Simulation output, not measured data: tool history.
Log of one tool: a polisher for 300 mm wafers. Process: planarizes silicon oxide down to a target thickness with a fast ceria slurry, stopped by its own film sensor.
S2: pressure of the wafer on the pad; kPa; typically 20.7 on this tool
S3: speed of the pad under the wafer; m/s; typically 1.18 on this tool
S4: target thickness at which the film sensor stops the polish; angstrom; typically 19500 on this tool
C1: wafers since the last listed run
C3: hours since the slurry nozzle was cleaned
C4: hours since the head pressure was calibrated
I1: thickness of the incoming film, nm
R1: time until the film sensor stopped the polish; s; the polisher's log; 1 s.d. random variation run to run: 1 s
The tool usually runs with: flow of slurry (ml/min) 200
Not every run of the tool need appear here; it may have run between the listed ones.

run 1 hour=0.0 | flow_of_slurry_(ml/min)=200 S2=22.1 S3=1.04 S4=19500 | C1=0 wafers_polished_on_this_pad=5927 C3=659.2 C4=1280.5 | I1=3294.1 | R1=93.9
-- hour=77.3 head pressure recalibrated
run 2 hour=85.8 | flow_of_slurry_(ml/min)=200 S2=22.1 S3=1.04 S4=19500 | C1=921 wafers_polished_on_this_pad=6848 C3=745.0 C4=8.5 | I1=3368.1 | R1=89.7
-- hour=120.1 worn pad replaced by a new one
run 3 hour=133.9 | flow_of_slurry_(ml/min)=200 S2=20.7 S3=1.18 S4=16470 | C1=485 wafers_polished_on_this_pad=151 C3=793.1 C4=56.6 | I1=3280.2 | R1=96.0
-- hour=227.3 slurry nozzle cleaned
run 4 hour=232.3 | flow_of_slurry_(ml/min)=200 S2=20.7 S3=1.18 S4=19500 | C1=1071 wafers_polished_on_this_pad=1222 C3=5.0 C4=155.0 | I1=3339.1 | R1=79.5
run 5 hour=318.0 | flow_of_slurry_(ml/min)=200 S2=20.7 S3=1.18 S4=19500 | C1=942 wafers_polished_on_this_pad=2165 C3=90.7 C4=240.7 | I1=3317.4 | R1=79.2
run 6 hour=399.4 | flow_of_slurry_(ml/min)=200 S2=20.7 S3=1.18 S4=19500 | C1=895 wafers_polished_on_this_pad=3060 C3=172.1 C4=322.1 | I1=3301.4 | R1=81.2
run 7 hour=461.1 | flow_of_slurry_(ml/min)=200 S2=16.5 S3=1.18 S4=19500 | C1=678 wafers_polished_on_this_pad=3739 C3=233.8 C4=383.8 | I1=3350.9 | R1=104.1
run 8 hour=556.3 | flow_of_slurry_(ml/min)=200 S2=16.5 S3=1.18 S4=19500 | C1=1047 wafers_polished_on_this_pad=4786 C3=329.0 C4=479.0 | I1=3250.0 | R1=97.0
run 9 hour=648.7 | flow_of_slurry_(ml/min)=200 S2=16.5 S3=1.18 S4=19500 | C1=1016 wafers_polished_on_this_pad=5803 C3=421.4 C4=571.4 | I1=3238.8 | R1=93.9
run 10 hour=744.7 | flow_of_slurry_(ml/min)=200 S2=20.7 S3=1.18 S4=22540 | C1=1055 wafers_polished_on_this_pad=6859 C3=517.4 C4=667.4 | I1=3361.0 | R1=64.6
-- hour=766.7 worn pad replaced by a new one
run 11 hour=842.6 | flow_of_slurry_(ml/min)=200 S2=20.7 S3=1.18 S4=22540 | C1=1032 wafers_polished_on_this_pad=835 C3=615.3 C4=765.3 | I1=3236.8 | R1=60.4
run 12 hour=901.3 | flow_of_slurry_(ml/min)=175 S2=26.2 S3=1.18 S4=19500 | C1=645 wafers_polished_on_this_pad=1480 C3=674.0 C4=824.0 | I1=3298.7 | R1=64.8
run 13 hour=947.8 | flow_of_slurry_(ml/min)=160 S2=20.7 S3=1.18 S4=19500 | C1=511 wafers_polished_on_this_pad=1992 C3=720.5 C4=870.5 | I1=3334.2 | R1=85.1
run 14 hour=1018.0 | flow_of_slurry_(ml/min)=160 S2=20.7 S3=1.18 S4=19500 | C1=772 wafers_polished_on_this_pad=2764 C3=790.7 C4=940.7 | I1=3307.9 | R1=85.4
run 15 hour=1117.0 | flow_of_slurry_(ml/min)=160 S2=20.7 S3=1.18 S4=19500 | C1=1088 wafers_polished_on_this_pad=3853 C3=889.7 C4=1039.7 | I1=3284.7 | R1=83.9
run 16 hour=1185.1 | flow_of_slurry_(ml/min)=200 S2=20.7 S3=0.80 S4=17880 | C1=749 wafers_polished_on_this_pad=4602 C3=957.8 C4=1107.8 | I1=3324.9 | R1=142.2
-- hour=1198.0 slurry nozzle cleaned
run 17 hour=1236.5 | flow_of_slurry_(ml/min)=235 S2=14.5 S3=1.18 S4=14910 | C1=554 wafers_polished_on_this_pad=5157 C3=38.5 C4=1159.2 | I1=3295.5 | R1=162.3
run 18 hour=1343.0 | flow_of_slurry_(ml/min)=200 S2=17.2 S3=1.18 S4=22380 | C1=1171 wafers_polished_on_this_pad=6328 C3=145.0 C4=1265.7 | I1=3364.0 | R1=85.4
-- hour=1379.1 worn pad replaced by a new one
run 19 hour=1422.6 | flow_of_slurry_(ml/min)=220 S2=20.7 S3=1.34 S4=16540 | C1=831 wafers_polished_on_this_pad=478 C3=224.6 C4=1345.3 | I1=3261.7 | R1=91.1
-- hour=1448.2 head pressure recalibrated
run 20 hour=1623.1 | flow_of_slurry_(ml/min)=200 S2=20.7 S3=1.18 S4=19500 | C1=2183 wafers_polished_on_this_pad=2661 C3=425.1 C4=174.9 | I1=3256.8 | R1=77.3
run 21 hour=1680.7 | flow_of_slurry_(ml/min)=245 S2=27.6 S3=1.18 S4=22220 | C1=633 wafers_polished_on_this_pad=3295 C3=482.7 C4=232.5 | I1=3306.9 | R1=48.4
run 22 hour=1747.6 | flow_of_slurry_(ml/min)=200 S2=20.7 S3=1.18 S4=19500 | C1=735 wafers_polished_on_this_pad=4031 C3=549.6 C4=299.4 | I1=3349.4 | R1=83.9
run 23 hour=1820.6 | flow_of_slurry_(ml/min)=260 S2=16.5 S3=1.04 S4=16680 | C1=802 wafers_polished_on_this_pad=4834 C3=622.6 C4=372.4 | I1=3341.6 | R1=140.1
run 24 hour=1919.9 | flow_of_slurry_(ml/min)=200 S2=25.5 S3=1.18 S4=24190 | C1=1092 wafers_polished_on_this_pad=5926 C3=721.9 C4=471.7 | I1=3252.1 | R1=41.4
-- hour=1956.3 worn pad replaced by a new one
run 25 hour=1970.0 | flow_of_slurry_(ml/min)=200 S2=20.7 S3=1.18 S4=19500 | C1=507 wafers_polished_on_this_pad=150 C3=772.0 C4=521.8 | I1=3302.5 | R1=81.0
-- hour=2018.9 slurry nozzle cleaned
run 26 hour=2025.8 | flow_of_slurry_(ml/min)=200 S2=20.7 S3=1.18 S4=19500 | C1=602 wafers_polished_on_this_pad=753 C3=6.9 C4=577.6 | I1=3344.6 | R1=86.9
run 27 hour=2062.3 | flow_of_slurry_(ml/min)=200 S2=20.7 S3=1.18 S4=19500 | C1=401 wafers_polished_on_this_pad=1154 C3=43.4 C4=614.1 | I1=3295.1 | R1=83.2
run 28 hour=2136.6 | flow_of_slurry_(ml/min)=140 S2=25.5 S3=1.38 S4=21280 | C1=817 wafers_polished_on_this_pad=1971 C3=117.7 C4=688.4 | I1=3246.4 | R1=48.5
run 29 hour=2240.8 | flow_of_slurry_(ml/min)=200 S2=20.7 S3=1.18 S4=19500 | C1=1146 wafers_polished_on_this_pad=3117 C3=221.9 C4=792.6 | I1=3340.9 | R1=86.3
run 30 hour=2339.4 | flow_of_slurry_(ml/min)=200 S2=24.1 S3=1.54 S4=22970 | C1=1084 wafers_polished_on_this_pad=4202 C3=320.5 C4=891.2 | I1=3346.2 | R1=43.3
run 31 hour=2395.1 | flow_of_slurry_(ml/min)=200 S2=20.7 S3=1.18 S4=19500 | C1=612 wafers_polished_on_this_pad=4815 C3=376.2 C4=946.9 | I1=3293.4 | R1=83.0
run 32 hour=2465.5 | flow_of_slurry_(ml/min)=235 S2=20.7 S3=1.18 S4=21630 | C1=774 wafers_polished_on_this_pad=5589 C3=446.6 C4=1017.3 | I1=3340.4 | R1=72.8
-- hour=2552.6 head pressure recalibrated
run 33 hour=2565.9 | flow_of_slurry_(ml/min)=200 S2=13.8 S3=1.18 S4=19500 | C1=1082 wafers_polished_on_this_pad=6671 C3=547.0 C4=13.3 | I1=3294.9 | R1=120.0
-- hour=2622.1 worn pad replaced by a new one
run 34 hour=2638.2 | flow_of_slurry_(ml/min)=200 S2=20.7 S3=1.18 S4=19500 | C1=751 wafers_polished_on_this_pad=177 C3=619.3 C4=85.6 | I1=3309.3 | R1=81.3
run 35 hour=2691.9 | flow_of_slurry_(ml/min)=265 S2=20.7 S3=1.32 S4=19500 | C1=590 wafers_polished_on_this_pad=767 C3=673.0 C4=139.3 | I1=3299.6 | R1=70.7

5 options for the next run, each taken on its own from the tool as it stands now. Forecast them:
run A hour=2692.3 | flow_of_slurry_(ml/min)=200 S2=20.7 S3=1.18 S4=19500 | C1=4 wafers_polished_on_this_pad=772 C3=673.4 C4=139.7 | I1=3328.4 | R1=?
run B hour=2692.3 | flow_of_slurry_(ml/min)=170 S2=20.7 S3=1.18 S4=22900 | C1=4 wafers_polished_on_this_pad=772 C3=673.4 C4=139.7 | I1=3328.4 | R1=?
run C hour=2692.3 | flow_of_slurry_(ml/min)=200 S2=20.7 S3=0.78 S4=16680 | C1=4 wafers_polished_on_this_pad=772 C3=673.4 C4=139.7 | I1=3328.4 | R1=?
run D hour=2692.3 | flow_of_slurry_(ml/min)=180 S2=14.5 S3=1.06 S4=22940 | C1=4 wafers_polished_on_this_pad=772 C3=673.4 C4=139.7 | I1=3328.4 | R1=?
run E hour=2692.3 | flow_of_slurry_(ml/min)=155 S2=20.7 S3=1.18 S4=19500 | C1=4 wafers_polished_on_this_pad=772 C3=673.4 C4=139.7 | I1=3328.4 | R1=?

run=A R1=82.7
run=B R1=63.1
run=C R1=150.7
run=D R1=99.5
run=E R1=84.4
Without the tool's hidden state the same runs would have given:
run=A R1=82.5
run=B R1=63.0
run=C R1=150.4
run=D R1=99.3
run=E R1=84.2
